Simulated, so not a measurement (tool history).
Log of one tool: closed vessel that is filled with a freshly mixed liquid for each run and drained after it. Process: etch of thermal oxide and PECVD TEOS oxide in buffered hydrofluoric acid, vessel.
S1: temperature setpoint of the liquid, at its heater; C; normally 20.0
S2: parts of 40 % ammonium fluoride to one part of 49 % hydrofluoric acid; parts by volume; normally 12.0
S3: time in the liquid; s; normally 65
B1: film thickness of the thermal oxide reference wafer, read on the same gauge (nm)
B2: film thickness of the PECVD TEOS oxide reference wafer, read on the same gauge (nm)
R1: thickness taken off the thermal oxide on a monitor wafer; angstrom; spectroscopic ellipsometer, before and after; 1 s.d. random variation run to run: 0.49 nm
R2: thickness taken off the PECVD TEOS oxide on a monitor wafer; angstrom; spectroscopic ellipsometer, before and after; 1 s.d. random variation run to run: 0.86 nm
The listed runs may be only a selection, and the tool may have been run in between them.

| run | hour | S1 | S2 | S3 | B1 | B2 | R1 | R2 |
|---|---|---|---|---|---|---|---|---|
| 1 | 0.0 | 20.0 | 12.0 | 65 | 60.02 | 150.01 | 590.1 | 1322.1 |
| 2 | 31.1 | 20.0 | 12.0 | 65 | 59.93 | 150.03 | 574.4 | 1316.9 |
| 3 | 66.0 | 20.0 | 15.5 | 65 | 59.93 | 150.01 | 456.2 | 1017.6 |
| 4 | 100.7 | 21.5 | 10.0 | 95 | 60.02 | 150.00 | 1079.3 | 2407.6 |
| 5 | 123.3 | 20.0 | 12.0 | 65 | 60.00 | 149.98 | 581.3 | 1313.2 |
| 6 | 136.6 | 17.0 | 16.0 | 75 | 60.05 | 150.01 | 432.5 | 962.3 |
|  | 164.7 | gauge calibrated |
| 7 | 244.1 | 20.0 | 12.0 | 65 | 59.99 | 149.99 | 591.2 | 1330.3 |
| 8 | 271.5 | 25.0 | 12.0 | 65 | 59.98 | 150.01 | 773.7 | 1721.8 |
| 9 | 296.9 | 20.0 | 12.0 | 65 | 60.02 | 150.01 | 589.0 | 1324.8 |
| 10 | 353.1 | 20.0 | 12.0 | 65 | 60.01 | 149.98 | 587.5 | 1333.6 |
| 11 | 374.1 | 20.0 | 15.5 | 85 | 60.03 | 150.00 | 592.4 | 1363.9 |
| 12 | 406.1 | 20.0 | 14.5 | 65 | 60.00 | 150.00 | 495.1 | 1116.9 |
| 13 | 427.6 | 20.0 | 7.5 | 40 | 60.00 | 150.01 | 564.0 | 1301.3 |
|  | 445.7 | thermometer replaced |
| 14 | 455.4 | 20.0 | 12.0 | 65 | 60.05 | 149.99 | 595.4 | 1346.6 |
|  | 478.2 | hydrofluoric acid flow meter replaced |
| 15 | 557.6 | 22.5 | 12.0 | 65 | 59.96 | 149.96 | 609.8 | 1360.0 |
| 16 | 581.0 | 24.5 | 12.0 | 35 | 60.02 | 150.02 | 369.3 | 824.0 |
| 17 | 603.2 | 18.5 | 9.5 | 65 | 60.04 | 150.01 | 597.6 | 1332.9 |
| 18 | 625.4 | 20.0 | 10.0 | 65 | 59.98 | 150.00 | 632.9 | 1417.0 |
| 19 | 639.0 | 20.0 | 12.0 | 65 | 60.05 | 150.00 | 537.2 | 1205.5 |
| 20 | 659.8 | 20.0 | 12.0 | 65 | 60.02 | 150.01 | 532.9 | 1186.7 |
| 21 | 694.5 | 20.0 | 12.0 | 90 | 60.03 | 149.98 | 732.0 | 1649.8 |
| 22 | 734.1 | 20.0 | 12.0 | 65 | 60.01 | 150.00 | 534.7 | 1197.0 |
| 23 | 762.9 | 18.0 | 13.5 | 65 | 60.01 | 150.01 | 419.0 | 950.2 |
| 24 | 790.2 | 20.0 | 12.0 | 65 | 59.99 | 150.00 | 523.9 | 1200.4 |
| 25 | 822.3 | 20.0 | 12.0 | 35 | 59.95 | 150.02 | 289.0 | 656.2 |

5 ways to go on from here, each from the tool as it stands after run 25. What would each give?
| A | 823.0 | 24.5 | 12.0 | 65 | ? | ? | ? | ? |
| B | 823.0 | 21.5 | 16.0 | 50 | ? | ? | ? | ? |
| C | 823.0 | 23.0 | 7.0 | 65 | ? | ? | ? | ? |
| D | 823.0 | 23.5 | 9.5 | 55 | ? | ? | ? | ? |
| E | 823.0 | 17.5 | 9.5 | 75 | ? | ? | ? | ? |

| run | B1 | B2 | R1 | R2 |
|---|---|---|---|---|
| A | 60.06 | 149.97 | 689.0 | 1530.7 |
| B | 60.06 | 149.97 | 339.0 | 753.1 |
| C | 60.06 | 149.97 | 1060.8 | 2356.4 |
| D | 60.06 | 149.97 | 675.2 | 1500.0 |
| E | 60.06 | 149.97 | 658.8 | 1463.5 |
Had the tool no hidden state, the same runs would have come out as:
| run | R1 | R2 |
|---|---|---|
| A | 672.5 | 1493.9 |
| B | 330.8 | 734.9 |
| C | 1038.1 | 2306.0 |
| D | 664.8 | 1476.7 |
| E | 648.6 | 1440.8 |
